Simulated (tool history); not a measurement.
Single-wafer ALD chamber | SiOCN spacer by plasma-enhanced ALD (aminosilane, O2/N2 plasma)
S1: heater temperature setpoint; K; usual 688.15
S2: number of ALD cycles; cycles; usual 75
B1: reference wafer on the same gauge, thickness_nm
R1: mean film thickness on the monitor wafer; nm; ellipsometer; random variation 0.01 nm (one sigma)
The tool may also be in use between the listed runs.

{"run": 1, "hour": 0.0, "S1": 688.15, "S2": 75, "B1": 4.043, "R1": 4.012}
{"run": 2, "hour": 17.7, "S1": 688.15, "S2": 75, "B1": 4.04, "R1": 3.987}
{"run": 3, "hour": 26.9, "S1": 688.15, "S2": 65, "B1": 4.043, "R1": 3.477}
{"run": 4, "hour": 34.6, "S1": 688.15, "S2": 75, "B1": 4.043, "R1": 4.005}
{"run": 5, "hour": 51.2, "S1": 688.15, "S2": 75, "B1": 4.039, "R1": 4.008}
{"run": 6, "hour": 61.5, "S1": 688.15, "S2": 75, "B1": 4.041, "R1": 4.004}
{"run": 7, "hour": 68.3, "S1": 688.15, "S2": 75, "B1": 4.043, "R1": 4.028}
{"run": 8, "hour": 82.3, "S1": 688.15, "S2": 75, "B1": 4.04, "R1": 3.997}
{"run": 9, "hour": 96.4, "S1": 688.15, "S2": 75, "B1": 4.038, "R1": 4.001}
{"run": 10, "hour": 108.1, "S1": 688.15, "S2": 75, "B1": 4.039, "R1": 4.015}
{"run": 11, "hour": 120.9, "S1": 695.15, "S2": 64, "B1": 4.039, "R1": 3.331}
{"run": 12, "hour": 135.6, "S1": 703.15, "S2": 62, "B1": 4.041, "R1": 3.166}
{"run": 13, "hour": 149.0, "S1": 681.15, "S2": 80, "B1": 4.041, "R1": 4.346}
{"run": 14, "hour": 164.6, "S1": 682.15, "S2": 63, "B1": 4.04, "R1": 3.422}
{"run": 15, "hour": 175.4, "S1": 688.15, "S2": 75, "B1": 4.042, "R1": 4.017}
{"run": 16, "hour": 193.0, "S1": 675.15, "S2": 67, "B1": 4.04, "R1": 3.694}
{"run": 17, "hour": 202.3, "S1": 698.15, "S2": 88, "B1": 4.04, "R1": 4.537}
{"run": 18, "hour": 209.9, "S1": 688.15, "S2": 75, "B1": 4.042, "R1": 3.998}

Taken out of this log: 2 entries between the listed runs. Where each belongs, and how the hidden state differs across it:
Between runs 10 and 11: gauge calibrated (hour 115.7)
  no hidden state differs between the two runs
Between runs 13 and 14: thermocouple changed; heater temperature recalibrated (hour 161.5)
  no hidden state differs between the two runs
